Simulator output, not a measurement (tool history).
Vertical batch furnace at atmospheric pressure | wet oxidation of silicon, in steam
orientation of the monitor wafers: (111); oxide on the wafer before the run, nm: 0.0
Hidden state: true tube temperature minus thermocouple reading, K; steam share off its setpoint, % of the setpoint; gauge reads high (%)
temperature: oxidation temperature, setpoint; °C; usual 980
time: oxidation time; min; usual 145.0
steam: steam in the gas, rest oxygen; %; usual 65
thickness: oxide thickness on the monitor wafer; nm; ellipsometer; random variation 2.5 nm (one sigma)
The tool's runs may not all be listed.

| run | hour | temperature | time | steam | wafers since the last listed run | hours since the last temperature calibration | hours since the steam generator was serviced | hours since the gauge calibration | read-back reference wafer on the same gauge, thickness | thickness |
|---|---|---|---|---|---|---|---|---|---|---|
| 1 | 0.0 | 980 | 193.0 | 65 | 0 | 2865.6 | 821.8 | 388.3 | 637.82 | 652.79 |
| 2 | 12.4 | 980 | 145.0 | 65 | 89 | 2878.0 | 834.2 | 400.7 | 637.79 | 545.54 |
|  | 50.8 | gauge calibrated |
| 3 | 90.5 | 980 | 145.0 | 65 | 560 | 2956.1 | 912.3 | 39.7 | 639.32 | 546.04 |
| 4 | 123.1 | 980 | 145.0 | 65 | 234 | 2988.7 | 944.9 | 72.3 | 637.63 | 548.67 |
| 5 | 137.6 | 980 | 145.0 | 65 | 104 | 3003.2 | 959.4 | 86.8 | 638.04 | 545.76 |
| 6 | 164.0 | 980 | 145.0 | 65 | 189 | 3029.6 | 985.8 | 113.2 | 637.76 | 547.35 |
| 7 | 189.5 | 972 | 194.0 | 65 | 183 | 3055.1 | 1011.3 | 138.7 | 638.23 | 629.09 |
| 8 | 267.3 | 972 | 194.0 | 65 | 558 | 3132.9 | 1089.1 | 216.5 | 638.09 | 625.73 |
|  | 293.2 | thermocouples replaced and temperature profile calibrated |
| 9 | 293.7 | 972 | 194.0 | 65 | 17 | 0.5 | 1115.5 | 242.9 | 638.72 | 623.13 |
| 10 | 300.6 | 969 | 145.0 | 70 | 49 | 7.4 | 1122.4 | 249.8 | 638.08 | 539.57 |
| 11 | 325.3 | 980 | 145.0 | 65 | 177 | 32.1 | 1147.1 | 274.5 | 637.55 | 546.86 |
| 12 | 405.2 | 980 | 92.5 | 65 | 573 | 112.0 | 1227.0 | 354.4 | 638.02 | 410.30 |
|  | 435.1 | steam generator serviced |
| 13 | 435.6 | 980 | 145.0 | 65 | 45 | 142.4 | 0.5 | 384.8 | 637.02 | 564.78 |
| 14 | 451.1 | 980 | 145.0 | 65 | 111 | 157.9 | 16.0 | 400.3 | 638.53 | 568.88 |
| 15 | 476.6 | 980 | 100.0 | 55 | 183 | 183.4 | 41.5 | 425.8 | 637.33 | 403.13 |
| 16 | 501.9 | 962 | 98.5 | 74 | 181 | 208.7 | 66.8 | 451.1 | 638.84 | 430.50 |
|  | 531.5 | gauge calibrated |
| 17 | 576.8 | 980 | 145.0 | 76 | 537 | 283.6 | 141.7 | 45.3 | 637.75 | 615.76 |
| 18 | 595.5 | 980 | 145.0 | 65 | 134 | 302.3 | 160.4 | 64.0 | 638.25 | 560.99 |
| 19 | 627.2 | 980 | 145.0 | 65 | 227 | 334.0 | 192.1 | 95.7 | 638.39 | 556.47 |
| 20 | 658.1 | 971 | 204.0 | 65 | 221 | 364.9 | 223.0 | 126.6 | 636.93 | 653.37 |
| 21 | 671.1 | 980 | 177.0 | 75 | 93 | 377.9 | 236.0 | 139.6 | 638.95 | 687.70 |
| 22 | 746.3 | 990 | 215.5 | 77 | 539 | 453.1 | 311.2 | 214.8 | 638.57 | 819.76 |
| 23 | 852.0 | 988 | 214.5 | 56 | 758 | 558.8 | 416.9 | 320.5 | 637.25 | 664.76 |

Forecast each of these 5 alternatives for the next run:
| A | 858.8 | 980 | 145.0 | 65 | 48 | 565.6 | 423.7 | 327.3 | ? | ? |
| B | 858.8 | 980 | 145.0 | 59 | 48 | 565.6 | 423.7 | 327.3 | ? | ? |
| C | 858.8 | 997 | 145.0 | 65 | 48 | 565.6 | 423.7 | 327.3 | ? | ? |
| D | 858.8 | 990 | 104.5 | 61 | 48 | 565.6 | 423.7 | 327.3 | ? | ? |
| E | 858.8 | 993 | 145.0 | 65 | 48 | 565.6 | 423.7 | 327.3 | ? | ? |

| run | read-back reference wafer on the same gauge, thickness | thickness |
|---|---|---|
| A | 637.25 | 554.78 |
| B | 637.25 | 522.51 |
| C | 637.25 | 607.91 |
| D | 637.25 | 461.03 |
| E | 637.25 | 595.47 |
Without the tool's hidden state the same runs would have given:
| run | thickness |
|---|---|
| A | 569.30 |
| B | 536.30 |
| C | 623.28 |
| D | 473.26 |
| E | 610.64 |

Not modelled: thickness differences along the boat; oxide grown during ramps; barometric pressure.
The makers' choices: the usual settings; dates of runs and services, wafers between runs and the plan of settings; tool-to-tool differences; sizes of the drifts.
